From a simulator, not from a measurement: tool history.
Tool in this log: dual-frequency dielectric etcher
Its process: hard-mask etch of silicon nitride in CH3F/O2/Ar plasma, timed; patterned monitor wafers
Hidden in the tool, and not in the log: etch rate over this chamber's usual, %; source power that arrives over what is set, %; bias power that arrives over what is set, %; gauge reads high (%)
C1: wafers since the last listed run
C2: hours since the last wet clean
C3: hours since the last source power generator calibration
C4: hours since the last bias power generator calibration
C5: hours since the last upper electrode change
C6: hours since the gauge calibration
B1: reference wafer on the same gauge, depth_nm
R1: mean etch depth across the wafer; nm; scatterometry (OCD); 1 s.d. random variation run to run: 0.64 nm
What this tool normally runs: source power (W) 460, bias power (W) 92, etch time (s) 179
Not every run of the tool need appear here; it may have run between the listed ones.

{"run": 1, "hour": 0.0, "source power (W)": 460, "bias power (W)": 92, "etch time (s)": 179, "C1": 0, "C2": 426.3, "C3": 1762.5, "C4": 4310.6, "C5": 2130, "C6": 148.1, "B1": 176.2, "R1": 150.6}
{"run": 2, "hour": 23.9, "source power (W)": 460, "bias power (W)": 92, "etch time (s)": 179, "C1": 240, "C2": 450.2, "C3": 1786.4, "C4": 4334.5, "C5": 2153.9, "C6": 172, "B1": 176.5, "R1": 150}
{"run": 3, "hour": 52.4, "source power (W)": 460, "bias power (W)": 92, "etch time (s)": 179, "C1": 287, "C2": 478.7, "C3": 1814.9, "C4": 4363, "C5": 2182.4, "C6": 200.5, "B1": 176.4, "R1": 150.5}
{"run": 4, "hour": 68.6, "source power (W)": 460, "bias power (W)": 92, "etch time (s)": 179, "C1": 163, "C2": 494.9, "C3": 1831.1, "C4": 4379.2, "C5": 2198.6, "C6": 216.7, "B1": 176.6, "R1": 150.9}
{"run": 5, "hour": 92.9, "source power (W)": 460, "bias power (W)": 92, "etch time (s)": 179, "C1": 244, "C2": 519.2, "C3": 1855.4, "C4": 4403.5, "C5": 2222.9, "C6": 241, "B1": 176.9, "R1": 150.6}
{"run": 6, "hour": 112.0, "source power (W)": 460, "bias power (W)": 92, "etch time (s)": 179, "C1": 192, "C2": 538.3, "C3": 1874.5, "C4": 4422.6, "C5": 2242, "C6": 260.1, "B1": 177, "R1": 150}
{"run": 7, "hour": 130.2, "source power (W)": 370, "bias power (W)": 92, "etch time (s)": 179, "C1": 183, "C2": 556.5, "C3": 1892.7, "C4": 4440.8, "C5": 2260.2, "C6": 278.3, "B1": 176.9, "R1": 144.7}
{"run": 8, "hour": 143.2, "source power (W)": 370, "bias power (W)": 92, "etch time (s)": 179, "C1": 130, "C2": 569.5, "C3": 1905.7, "C4": 4453.8, "C5": 2273.2, "C6": 291.3, "B1": 177.2, "R1": 143.9}
{"hour": 215.7, "done": "bias power generator calibrated"}
{"hour": 219.5, "done": "gauge calibrated"}
{"hour": 253.7, "done": "upper electrode replaced"}
{"hour": 271.6, "done": "wet clean of the chamber"}
{"run": 9, "hour": 272.1, "source power (W)": 430, "bias power (W)": 97, "etch time (s)": 179, "C1": 835, "C2": 0.5, "C3": 2034.6, "C4": 56.4, "C5": 18.4, "C6": 52.6, "B1": 175.2, "R1": 148.8}
{"run": 10, "hour": 272.5, "source power (W)": 430, "bias power (W)": 97, "etch time (s)": 179, "C1": 4, "C2": 0.9, "C3": 2035, "C4": 56.8, "C5": 18.8, "C6": 53, "B1": 175.3, "R1": 149.5}
{"hour": 297.7, "done": "source power generator calibrated"}
{"run": 11, "hour": 298.2, "source power (W)": 460, "bias power (W)": 92, "etch time (s)": 198, "C1": 218, "C2": 26.6, "C3": 0.5, "C4": 82.5, "C5": 44.5, "C6": 78.7, "B1": 175.4, "R1": 166}
{"run": 12, "hour": 310.5, "source power (W)": 430, "bias power (W)": 97, "etch time (s)": 179, "C1": 123, "C2": 38.9, "C3": 12.8, "C4": 94.8, "C5": 56.8, "C6": 91, "B1": 175.3, "R1": 149.7}
{"run": 13, "hour": 332.2, "source power (W)": 510, "bias power (W)": 106, "etch time (s)": 212.5, "C1": 218, "C2": 60.6, "C3": 34.5, "C4": 116.5, "C5": 78.5, "C6": 112.7, "B1": 175.7, "R1": 189.2}
{"run": 14, "hour": 346.3, "source power (W)": 460, "bias power (W)": 92, "etch time (s)": 179, "C1": 142, "C2": 74.7, "C3": 48.6, "C4": 130.6, "C5": 92.6, "C6": 126.8, "B1": 175.7, "R1": 150.4}

Expected results for the next run?
{"run": 15, "hour": 366.3, "source power (W)": 460, "bias power (W)": 106, "etch time (s)": 179, "C1": 201, "C2": 94.7, "C3": 68.6, "C4": 150.6, "C5": 112.6, "C6": 146.8, "B1": "?", "R1": "?"}

B1: 175.9
R1: 155.6 nm
If the tool had no hidden condition, the same run with the same run-to-run variation would have returned R1 154.9 nm.
